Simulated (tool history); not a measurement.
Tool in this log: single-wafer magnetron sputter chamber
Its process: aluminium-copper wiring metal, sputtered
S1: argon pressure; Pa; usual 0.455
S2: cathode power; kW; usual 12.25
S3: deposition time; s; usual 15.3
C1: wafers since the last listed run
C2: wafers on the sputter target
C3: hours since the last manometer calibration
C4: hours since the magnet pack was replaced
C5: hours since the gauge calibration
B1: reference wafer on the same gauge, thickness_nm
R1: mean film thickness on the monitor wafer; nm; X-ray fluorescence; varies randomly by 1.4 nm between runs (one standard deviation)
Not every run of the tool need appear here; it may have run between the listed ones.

run 1 hour=0 | S1=0.455 S2=12.25 S3=15.3 | C1=0 C2=1663 C3=1555.8 C4=8167.5 C5=50 | B1=373.589 | R1=327.933
run 2 hour=7.4 | S1=0.455 S2=12.25 S3=15.3 | C1=271 C2=1935 C3=1563.2 C4=8174.9 C5=57.4 | B1=373.528 | R1=328.666
run 3 hour=24.6 | S1=0.455 S2=12.25 S3=15.3 | C1=631 C2=2567 C3=1580.4 C4=8192.1 C5=74.6 | B1=373.755 | R1=326.944
run 4 hour=42.1 | S1=0.455 S2=12.25 S3=15.3 | C1=642 C2=3210 C3=1597.9 C4=8209.6 C5=92.1 | B1=374.463 | R1=320.25
-- hour=62.8 capacitance manometer re-zeroed and calibrated
-- hour=65.9 magnet pack replaced
-- hour=72.7 sputter target and shields replaced
run 5 hour=73.2 | S1=0.455 S2=12.25 S3=15.3 | C1=483 C2=16 C3=10.4 C4=7.3 C5=123.2 | B1=373.372 | R1=329.508
run 6 hour=73.6 | S1=0.455 S2=12.25 S3=15.3 | C1=14 C2=31 C3=10.8 C4=7.7 C5=123.6 | B1=373.798 | R1=332.875
run 7 hour=80.6 | S1=0.455 S2=12.25 S3=15.3 | C1=257 C2=288 C3=17.8 C4=14.7 C5=130.6 | B1=374.32 | R1=331.393
run 8 hour=97 | S1=0.455 S2=12.25 S3=12.4 | C1=602 C2=890 C3=34.2 C4=31.1 C5=147 | B1=374.043 | R1=269.4
-- hour=102.1 gauge calibrated
run 9 hour=103.4 | S1=0.611 S2=13.6 S3=13.7 | C1=235 C2=1126 C3=40.6 C4=37.5 C5=1.3 | B1=373.542 | R1=302.149
run 10 hour=117.3 | S1=0.521 S2=10.25 S3=14 | C1=510 C2=1636 C3=54.5 C4=51.4 C5=15.2 | B1=374.203 | R1=245.932
run 11 hour=130.4 | S1=0.356 S2=12.25 S3=16.3 | C1=481 C2=2118 C3=67.6 C4=64.5 C5=28.3 | B1=375.174 | R1=367.721
run 12 hour=145.7 | S1=0.513 S2=14.75 S3=15.3 | C1=562 C2=2680 C3=82.9 C4=79.8 C5=43.6 | B1=373.676 | R1=373.487
run 13 hour=159 | S1=0.455 S2=11.15 S3=14.2 | C1=488 C2=3168 C3=96.2 C4=93.1 C5=56.9 | B1=373.592 | R1=273.832
-- hour=173.1 sputter target and shields replaced
run 14 hour=175.2 | S1=0.455 S2=12.25 S3=12.4 | C1=301 C2=78 C3=112.4 C4=109.3 C5=73.1 | B1=374.195 | R1=267.394

Each row is a separate what-if for the run after 14, all from the same tool condition, not one after another. Results?
run A hour=175.6 | S1=0.455 S2=10.25 S3=15.3 | C1=14 C2=93 C3=112.8 C4=109.7 C5=73.5 | B1=? | R1=?
run B hour=175.6 | S1=0.378 S2=14.85 S3=17.5 | C1=14 C2=93 C3=112.8 C4=109.7 C5=73.5 | B1=? | R1=?
run C hour=175.6 | S1=0.582 S2=10.9 S3=12.8 | C1=14 C2=93 C3=112.8 C4=109.7 C5=73.5 | B1=? | R1=?
run D hour=175.6 | S1=0.455 S2=12.25 S3=12.5 | C1=14 C2=93 C3=112.8 C4=109.7 C5=73.5 | B1=? | R1=?

run=A B1=373.963 R1=280.443
run=B B1=373.963 R1=468.922
run=C B1=373.963 R1=233.574
run=D B1=373.963 R1=269.781
Stripped of hidden state, with their random variation kept, the same runs would have yielded:
run=A R1=280.783
run=B R1=469.49
run=C R1=233.856
run=D R1=270.108
